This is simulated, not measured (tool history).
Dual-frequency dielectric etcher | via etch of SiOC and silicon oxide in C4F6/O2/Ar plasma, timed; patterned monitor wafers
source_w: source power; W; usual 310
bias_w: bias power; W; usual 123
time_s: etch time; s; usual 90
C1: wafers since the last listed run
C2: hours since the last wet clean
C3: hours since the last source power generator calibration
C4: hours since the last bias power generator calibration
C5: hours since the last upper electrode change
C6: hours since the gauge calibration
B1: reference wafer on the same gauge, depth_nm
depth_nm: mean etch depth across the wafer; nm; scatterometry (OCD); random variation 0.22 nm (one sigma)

{"run": 1, "hour": 0.0, "source_w": 270, "bias_w": 123, "time_s": 90, "C1": 0, "C2": 579, "C3": 4.3, "C4": 2030.1, "C5": 2963.9, "C6": 183.7, "B1": 99.1, "depth_nm": 80.8}
{"run": 2, "hour": 72.2, "source_w": 270, "bias_w": 123, "time_s": 90, "C1": 781, "C2": 651.2, "C3": 76.5, "C4": 2102.3, "C5": 3036.1, "C6": 255.9, "B1": 99, "depth_nm": 80.6}
{"run": 3, "hour": 128.6, "source_w": 310, "bias_w": 123, "time_s": 90, "C1": 610, "C2": 707.6, "C3": 132.9, "C4": 2158.7, "C5": 3092.5, "C6": 312.3, "B1": 99, "depth_nm": 84.4}
{"run": 4, "hour": 213.1, "source_w": 310, "bias_w": 123, "time_s": 90, "C1": 914, "C2": 792.1, "C3": 217.4, "C4": 2243.2, "C5": 3177, "C6": 396.8, "B1": 98.9, "depth_nm": 84.1}
{"hour": 276.2, "done": "wet clean of the chamber"}
{"run": 5, "hour": 276.7, "source_w": 260, "bias_w": 103, "time_s": 90, "C1": 428, "C2": 0.5, "C3": 281, "C4": 2306.8, "C5": 3240.6, "C6": 460.4, "B1": 98.7, "depth_nm": 75}
{"run": 6, "hour": 323.2, "source_w": 330, "bias_w": 123, "time_s": 74, "C1": 503, "C2": 47, "C3": 327.5, "C4": 2353.3, "C5": 3287.1, "C6": 506.9, "B1": 98.7, "depth_nm": 71.2}
{"run": 7, "hour": 365.7, "source_w": 280, "bias_w": 123, "time_s": 90, "C1": 459, "C2": 89.5, "C3": 370, "C4": 2395.8, "C5": 3329.6, "C6": 549.4, "B1": 98.7, "depth_nm": 81.1}
{"hour": 478.2, "done": "upper electrode replaced"}
{"run": 8, "hour": 622.5, "source_w": 310, "bias_w": 123, "time_s": 90, "C1": 2519, "C2": 346.3, "C3": 626.8, "C4": 2652.6, "C5": 144.3, "C6": 806.2, "B1": 98.4, "depth_nm": 84}
{"run": 9, "hour": 666.9, "source_w": 330, "bias_w": 123, "time_s": 64, "C1": 480, "C2": 390.7, "C3": 671.2, "C4": 2697, "C5": 188.7, "C6": 850.6, "B1": 98.4, "depth_nm": 61.1}
{"run": 10, "hour": 752.1, "source_w": 310, "bias_w": 123, "time_s": 90, "C1": 922, "C2": 475.9, "C3": 756.4, "C4": 2782.2, "C5": 273.9, "C6": 935.8, "B1": 98.3, "depth_nm": 84.1}
{"run": 11, "hour": 796.0, "source_w": 310, "bias_w": 148, "time_s": 90, "C1": 475, "C2": 519.8, "C3": 800.3, "C4": 2826.1, "C5": 317.8, "C6": 979.7, "B1": 98.2, "depth_nm": 89.2}
{"run": 12, "hour": 879.4, "source_w": 370, "bias_w": 123, "time_s": 90, "C1": 902, "C2": 603.2, "C3": 883.7, "C4": 2909.5, "C5": 401.2, "C6": 1063.1, "B1": 98.2, "depth_nm": 89.5}
{"run": 13, "hour": 928.7, "source_w": 260, "bias_w": 101, "time_s": 75.5, "C1": 533, "C2": 652.5, "C3": 933, "C4": 2958.8, "C5": 450.5, "C6": 1112.4, "B1": 98, "depth_nm": 62.3}
{"run": 14, "hour": 980.4, "source_w": 250, "bias_w": 142, "time_s": 97.5, "C1": 559, "C2": 704.2, "C3": 984.7, "C4": 3010.5, "C5": 502.2, "C6": 1164.1, "B1": 98.1, "depth_nm": 88.6}
{"hour": 1077.1, "done": "wet clean of the chamber"}
{"run": 15, "hour": 1077.6, "source_w": 240, "bias_w": 123, "time_s": 78.5, "C1": 792, "C2": 0.5, "C3": 1081.9, "C4": 3107.7, "C5": 599.4, "C6": 1261.3, "B1": 98.1, "depth_nm": 67}
{"run": 16, "hour": 1135.2, "source_w": 250, "bias_w": 123, "time_s": 114, "C1": 623, "C2": 58.1, "C3": 1139.5, "C4": 3165.3, "C5": 657, "C6": 1318.9, "B1": 97.9, "depth_nm": 98.3}

Forecast run 17:
{"run": 17, "hour": 1216.9, "source_w": 340, "bias_w": 123, "time_s": 90, "C1": 884, "C2": 139.8, "C3": 1221.2, "C4": 3247, "C5": 738.7, "C6": 1400.6, "B1": "?", "depth_nm": "?"}

B1: 98
depth_nm: 86.4 nm
Without the tool's hidden state the same run would have given depth_nm 87.7 nm.

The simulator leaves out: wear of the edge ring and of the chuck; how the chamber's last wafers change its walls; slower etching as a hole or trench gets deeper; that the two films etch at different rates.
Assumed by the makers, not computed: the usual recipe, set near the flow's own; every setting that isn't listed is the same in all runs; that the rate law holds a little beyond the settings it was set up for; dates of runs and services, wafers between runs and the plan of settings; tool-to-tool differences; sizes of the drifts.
